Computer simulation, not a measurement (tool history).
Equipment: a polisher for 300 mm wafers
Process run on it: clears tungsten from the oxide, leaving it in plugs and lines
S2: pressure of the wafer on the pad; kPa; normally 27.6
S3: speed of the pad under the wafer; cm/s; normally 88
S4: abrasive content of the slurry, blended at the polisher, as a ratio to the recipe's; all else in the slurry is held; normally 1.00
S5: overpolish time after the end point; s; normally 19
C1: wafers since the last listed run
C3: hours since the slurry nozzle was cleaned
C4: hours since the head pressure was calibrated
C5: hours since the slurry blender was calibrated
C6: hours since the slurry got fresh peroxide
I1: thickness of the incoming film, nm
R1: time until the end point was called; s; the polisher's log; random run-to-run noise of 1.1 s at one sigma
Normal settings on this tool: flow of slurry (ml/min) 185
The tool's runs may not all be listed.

{"run": 1, "hour": 0.0, "flow of slurry (ml/min)": 185, "S2": 27.6, "S3": 88, "S4": 1.0, "S5": 19, "C1": 0, "wafers polished on this pad": 993, "C3": 746.7, "C4": 517.8, "C5": 349.0, "C6": 177.8, "I1": 315.3, "R1": 75.5}
{"run": 2, "hour": 25.8, "flow of slurry (ml/min)": 185, "S2": 27.6, "S3": 88, "S4": 1.0, "S5": 19, "C1": 273, "wafers polished on this pad": 1267, "C3": 772.5, "C4": 543.6, "C5": 374.8, "C6": 203.6, "I1": 316.5, "R1": 76.4}
{"hour": 30.0, "done": "slurry tank refilled with fresh slurry and peroxide"}
{"run": 3, "hour": 56.2, "flow of slurry (ml/min)": 185, "S2": 27.6, "S3": 88, "S4": 1.0, "S5": 19, "C1": 311, "wafers polished on this pad": 1579, "C3": 802.9, "C4": 574.0, "C5": 405.2, "C6": 26.2, "I1": 320.6, "R1": 76.8}
{"run": 4, "hour": 72.0, "flow of slurry (ml/min)": 185, "S2": 27.6, "S3": 88, "S4": 1.0, "S5": 19, "C1": 167, "wafers polished on this pad": 1747, "C3": 818.7, "C4": 589.8, "C5": 421.0, "C6": 42.0, "I1": 321.9, "R1": 76.4}
{"hour": 89.9, "done": "head pressure recalibrated"}
{"hour": 90.6, "done": "worn pad replaced by a new one"}
{"run": 5, "hour": 104.5, "flow of slurry (ml/min)": 185, "S2": 27.6, "S3": 88, "S4": 1.0, "S5": 19, "C1": 316, "wafers polished on this pad": 147, "C3": 851.2, "C4": 14.6, "C5": 453.5, "C6": 74.5, "I1": 317.9, "R1": 76.4}
{"hour": 121.4, "done": "slurry blender recalibrated"}
{"run": 6, "hour": 162.4, "flow of slurry (ml/min)": 185, "S2": 23.4, "S3": 88, "S4": 1.0, "S5": 19, "C1": 593, "wafers polished on this pad": 740, "C3": 909.1, "C4": 72.5, "C5": 41.0, "C6": 132.4, "I1": 321.8, "R1": 86.5}
{"run": 7, "hour": 178.0, "flow of slurry (ml/min)": 185, "S2": 27.6, "S3": 88, "S4": 1.0, "S5": 19, "C1": 165, "wafers polished on this pad": 906, "C3": 924.7, "C4": 88.1, "C5": 56.6, "C6": 148.0, "I1": 320.7, "R1": 79.4}
{"run": 8, "hour": 202.9, "flow of slurry (ml/min)": 140, "S2": 27.6, "S3": 100, "S4": 1.0, "S5": 19, "C1": 264, "wafers polished on this pad": 1170, "C3": 949.6, "C4": 113.0, "C5": 81.5, "C6": 172.9, "I1": 319.1, "R1": 76.8}
{"hour": 217.9, "done": "slurry tank refilled with fresh slurry and peroxide"}
{"run": 9, "hour": 227.3, "flow of slurry (ml/min)": 185, "S2": 27.6, "S3": 62, "S4": 1.0, "S5": 19, "C1": 248, "wafers polished on this pad": 1418, "C3": 974.0, "C4": 137.4, "C5": 105.9, "C6": 9.4, "I1": 322.0, "R1": 108.7}
{"hour": 233.0, "done": "slurry nozzle cleaned"}
{"run": 10, "hour": 249.4, "flow of slurry (ml/min)": 185, "S2": 23.4, "S3": 88, "S4": 1.3, "S5": 19, "C1": 223, "wafers polished on this pad": 1642, "C3": 16.4, "C4": 159.5, "C5": 128.0, "C6": 31.5, "I1": 317.8, "R1": 73.8}
{"run": 11, "hour": 268.2, "flow of slurry (ml/min)": 185, "S2": 27.6, "S3": 88, "S4": 1.0, "S5": 27, "C1": 199, "wafers polished on this pad": 1841, "C3": 35.2, "C4": 178.3, "C5": 146.8, "C6": 50.3, "I1": 325.3, "R1": 74.5}
{"run": 12, "hour": 287.3, "flow of slurry (ml/min)": 245, "S2": 27.6, "S3": 88, "S4": 0.9, "S5": 19, "C1": 202, "wafers polished on this pad": 2044, "C3": 54.3, "C4": 197.4, "C5": 165.9, "C6": 69.4, "I1": 323.2, "R1": 71.1}
{"hour": 311.8, "done": "worn pad replaced by a new one"}
{"run": 13, "hour": 319.8, "flow of slurry (ml/min)": 185, "S2": 27.6, "S3": 74, "S4": 1.0, "S5": 19, "C1": 302, "wafers polished on this pad": 84, "C3": 86.8, "C4": 229.9, "C5": 198.4, "C6": 101.9, "I1": 322.3, "R1": 85.3}
{"run": 14, "hour": 339.4, "flow of slurry (ml/min)": 185, "S2": 27.6, "S3": 88, "S4": 1.0, "S5": 14, "C1": 207, "wafers polished on this pad": 292, "C3": 106.4, "C4": 249.5, "C5": 218.0, "C6": 121.5, "I1": 316.9, "R1": 70.8}
{"run": 15, "hour": 364.3, "flow of slurry (ml/min)": 185, "S2": 27.6, "S3": 88, "S4": 0.8, "S5": 19, "C1": 264, "wafers polished on this pad": 556, "C3": 131.3, "C4": 274.4, "C5": 242.9, "C6": 146.4, "I1": 321.9, "R1": 77.2}
{"hour": 405.8, "done": "slurry tank refilled with fresh slurry and peroxide"}
{"run": 16, "hour": 407.9, "flow of slurry (ml/min)": 185, "S2": 24.1, "S3": 88, "S4": 1.2, "S5": 13, "C1": 451, "wafers polished on this pad": 1008, "C3": 174.9, "C4": 318.0, "C5": 286.5, "C6": 2.1, "I1": 318.3, "R1": 74.7}
{"run": 17, "hour": 423.9, "flow of slurry (ml/min)": 150, "S2": 23.4, "S3": 80, "S4": 1.0, "S5": 19, "C1": 169, "wafers polished on this pad": 1178, "C3": 190.9, "C4": 334.0, "C5": 302.5, "C6": 18.1, "I1": 315.0, "R1": 92.6}
{"run": 18, "hour": 454.7, "flow of slurry (ml/min)": 185, "S2": 27.6, "S3": 110, "S4": 1.0, "S5": 19, "C1": 326, "wafers polished on this pad": 1505, "C3": 221.7, "C4": 364.8, "C5": 333.3, "C6": 48.9, "I1": 316.0, "R1": 59.2}
{"run": 19, "hour": 470.9, "flow of slurry (ml/min)": 185, "S2": 27.6, "S3": 88, "S4": 1.0, "S5": 19, "C1": 171, "wafers polished on this pad": 1677, "C3": 237.9, "C4": 381.0, "C5": 349.5, "C6": 65.1, "I1": 320.5, "R1": 72.8}
{"run": 20, "hour": 489.5, "flow of slurry (ml/min)": 230, "S2": 32.4, "S3": 88, "S4": 1.25, "S5": 14, "C1": 197, "wafers polished on this pad": 1874, "C3": 256.5, "C4": 399.6, "C5": 368.1, "C6": 83.7, "I1": 319.6, "R1": 59.0}
{"run": 21, "hour": 510.5, "flow of slurry (ml/min)": 205, "S2": 27.6, "S3": 100, "S4": 1.25, "S5": 27, "C1": 222, "wafers polished on this pad": 2097, "C3": 277.5, "C4": 420.6, "C5": 389.1, "C6": 104.7, "I1": 321.1, "R1": 61.3}
{"hour": 519.5, "done": "worn pad replaced by a new one"}
{"run": 22, "hour": 531.3, "flow of slurry (ml/min)": 130, "S2": 24.1, "S3": 72, "S4": 0.75, "S5": 19, "C1": 178, "wafers polished on this pad": 124, "C3": 298.3, "C4": 441.4, "C5": 409.9, "C6": 125.5, "I1": 324.2, "R1": 106.9}
{"hour": 534.7, "done": "slurry blender recalibrated"}
{"run": 23, "hour": 563.1, "flow of slurry (ml/min)": 140, "S2": 27.6, "S3": 88, "S4": 0.75, "S5": 16, "C1": 316, "wafers polished on this pad": 441, "C3": 330.1, "C4": 473.2, "C5": 28.4, "C6": 157.3, "I1": 326.3, "R1": 83.4}
{"run": 24, "hour": 575.4, "flow of slurry (ml/min)": 235, "S2": 20.7, "S3": 88, "S4": 1.0, "S5": 11, "C1": 130, "wafers polished on this pad": 571, "C3": 342.4, "C4": 485.5, "C5": 40.7, "C6": 169.6, "I1": 319.1, "R1": 82.2}
{"run": 25, "hour": 605.5, "flow of slurry (ml/min)": 185, "S2": 27.6, "S3": 88, "S4": 1.0, "S5": 19, "C1": 319, "wafers polished on this pad": 890, "C3": 372.5, "C4": 515.6, "C5": 70.8, "C6": 199.7, "I1": 314.7, "R1": 72.3}
{"hour": 606.9, "done": "slurry tank refilled with fresh slurry and peroxide"}
{"run": 26, "hour": 684.6, "flow of slurry (ml/min)": 185, "S2": 27.6, "S3": 88, "S4": 1.0, "S5": 19, "C1": 828, "wafers polished on this pad": 1719, "C3": 451.6, "C4": 594.7, "C5": 149.9, "C6": 77.7, "I1": 324.1, "R1": 73.8}
{"hour": 713.4, "done": "head pressure recalibrated"}
{"hour": 716.8, "done": "worn pad replaced by a new one"}
{"run": 27, "hour": 717.3, "flow of slurry (ml/min)": 185, "S2": 27.6, "S3": 88, "S4": 1.0, "S5": 19, "C1": 289, "wafers polished on this pad": 4, "C3": 484.3, "C4": 3.9, "C5": 182.6, "C6": 110.4, "I1": 324.0, "R1": 73.9}

Below are 3 alternative next runs, each starting from the tool's condition after run 27. Predict each:
{"run": "A", "hour": 717.7, "flow of slurry (ml/min)": 185, "S2": 27.6, "S3": 88, "S4": 1.0, "S5": 19, "C1": 4, "wafers polished on this pad": 9, "C3": 484.7, "C4": 4.3, "C5": 183.0, "C6": 110.8, "I1": 320.4, "R1": "?"}
{"run": "B", "hour": 717.7, "flow of slurry (ml/min)": 185, "S2": 27.6, "S3": 88, "S4": 1.15, "S5": 23, "C1": 4, "wafers polished on this pad": 9, "C3": 484.7, "C4": 4.3, "C5": 183.0, "C6": 110.8, "I1": 320.4, "R1": "?"}
{"run": "C", "hour": 717.7, "flow of slurry (ml/min)": 185, "S2": 20.0, "S3": 80, "S4": 0.8, "S5": 15, "C1": 4, "wafers polished on this pad": 9, "C3": 484.7, "C4": 4.3, "C5": 183.0, "C6": 110.8, "I1": 320.4, "R1": "?"}

run=A R1=72.7
run=B R1=70.3
run=C R1=101.9
The same runs, with their run-to-run variation unchanged, on a tool lacking any hidden condition would have given:
run=A R1=71.6
run=B R1=69.3
run=C R1=100.4
